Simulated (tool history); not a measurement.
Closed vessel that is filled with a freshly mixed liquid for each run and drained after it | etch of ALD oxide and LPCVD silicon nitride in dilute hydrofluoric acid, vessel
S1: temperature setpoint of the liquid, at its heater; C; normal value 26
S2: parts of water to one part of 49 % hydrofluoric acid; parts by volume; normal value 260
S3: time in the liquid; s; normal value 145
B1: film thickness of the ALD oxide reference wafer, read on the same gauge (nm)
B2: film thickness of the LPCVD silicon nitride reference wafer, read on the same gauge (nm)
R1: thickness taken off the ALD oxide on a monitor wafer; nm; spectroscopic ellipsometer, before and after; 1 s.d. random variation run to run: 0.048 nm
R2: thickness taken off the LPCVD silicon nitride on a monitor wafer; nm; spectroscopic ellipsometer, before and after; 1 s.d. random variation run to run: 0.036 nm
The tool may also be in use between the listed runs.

run 1 day=0 | S1=26 S2=260 S3=90 | B1=30.01 B2=39.981 | R1=6.15 R2=0.203
run 2 day=2.225 | S1=26 S2=260 S3=145 | B1=30.02 B2=40.006 | R1=9.95 R2=0.318
run 3 day=3.875 | S1=26 S2=260 S3=145 | B1=30 B2=39.998 | R1=10.02 R2=0.307
-- day=5.183 hydrofluoric acid flow meter replaced
run 4 day=5.971 | S1=28.5 S2=380 S3=185 | B1=29.98 B2=40.006 | R1=8.27 R2=0.307
run 5 day=10.217 | S1=26 S2=340 S3=105 | B1=30 B2=39.991 | R1=5.07 R2=0.207
run 6 day=13.617 | S1=28.5 S2=260 S3=145 | B1=30 B2=40.004 | R1=10.97 R2=0.372
run 7 day=15.792 | S1=29 S2=375 S3=100 | B1=29.99 B2=40.02 | R1=4.67 R2=0.167
run 8 day=20.25 | S1=29.5 S2=260 S3=145 | B1=30.01 B2=39.999 | R1=11.18 R2=0.317
-- day=24.471 gauge calibrated
run 9 day=24.662 | S1=30 S2=335 S3=145 | B1=30.02 B2=39.993 | R1=8.22 R2=0.347
run 10 day=31.075 | S1=23 S2=260 S3=145 | B1=30 B2=40.002 | R1=9.03 R2=0.344
run 11 day=35.5 | S1=26 S2=190 S3=145 | B1=30.01 B2=40.002 | R1=15 R2=0.476
run 12 day=39.967 | S1=26 S2=260 S3=145 | B1=30.01 B2=39.99 | R1=10.08 R2=0.382
-- day=40.408 hydrofluoric acid flow meter replaced
run 13 day=41.646 | S1=26 S2=140 S3=185 | B1=30.02 B2=39.987 | R1=27.78 R2=0.771
run 14 day=45.042 | S1=26 S2=180 S3=95 | B1=30 B2=39.987 | R1=10.63 R2=0.273
-- day=47.083 thermometer replaced
run 15 day=48.796 | S1=30 S2=260 S3=180 | B1=30.01 B2=39.988 | R1=13.51 R2=0.473
run 16 day=52.742 | S1=22 S2=225 S3=100 | B1=29.99 B2=40.001 | R1=6.79 R2=0.156
run 17 day=56.588 | S1=23 S2=260 S3=145 | B1=30.02 B2=40.01 | R1=8.63 R2=0.211
run 18 day=59.042 | S1=26 S2=260 S3=145 | B1=30 B2=39.978 | R1=9.56 R2=0.256
run 19 day=63.338 | S1=29 S2=375 S3=100 | B1=29.99 B2=39.998 | R1=4.49 R2=0.176
-- day=73.667 hydrofluoric acid flow meter replaced
run 20 day=76.625 | S1=21 S2=260 S3=145 | B1=30 B2=40.002 | R1=8.13 R2=0.223
run 21 day=79.983 | S1=26 S2=335 S3=145 | B1=30 B2=40.012 | R1=6.94 R2=0.206
run 22 day=83.417 | S1=29 S2=260 S3=145 | B1=30.02 B2=40.006 | R1=10.6 R2=0.33
run 23 day=86.471 | S1=26 S2=160 S3=145 | B1=30 B2=39.993 | R1=17.54 R2=0.452
run 24 day=89.512 | S1=26 S2=190 S3=90 | B1=30.01 B2=40.013 | R1=8.89 R2=0.267
run 25 day=91.729 | S1=24.5 S2=210 S3=145 | B1=30 B2=40.008 | R1=12 R2=0.353
run 26 day=95.604 | S1=26 S2=260 S3=145 | B1=30.01 B2=39.975 | R1=9.8 R2=0.243

Hidden state or all else? Some run-to-run changes of R1, split into what the settings, what came in and random variation would give without the hidden state, and what is left for the hidden state (with any gauge scatter that isn't in both results):
The hidden state here: liquid hotter than its thermometer reads (K); hydrofluoric acid flow above the setpoint (%); gauge reads high (%).
Run 12 -> 13: S2 260 -> 140, S3 145 -> 185, hydrofluoric acid flow meter replaced. R1 +17.7 nm: hidden state +1.46, all else +16.24.
Run 13 -> 14: S2 140 -> 180, S3 185 -> 95. R1 -17.15 nm: hidden state -1.34, all else -15.81.
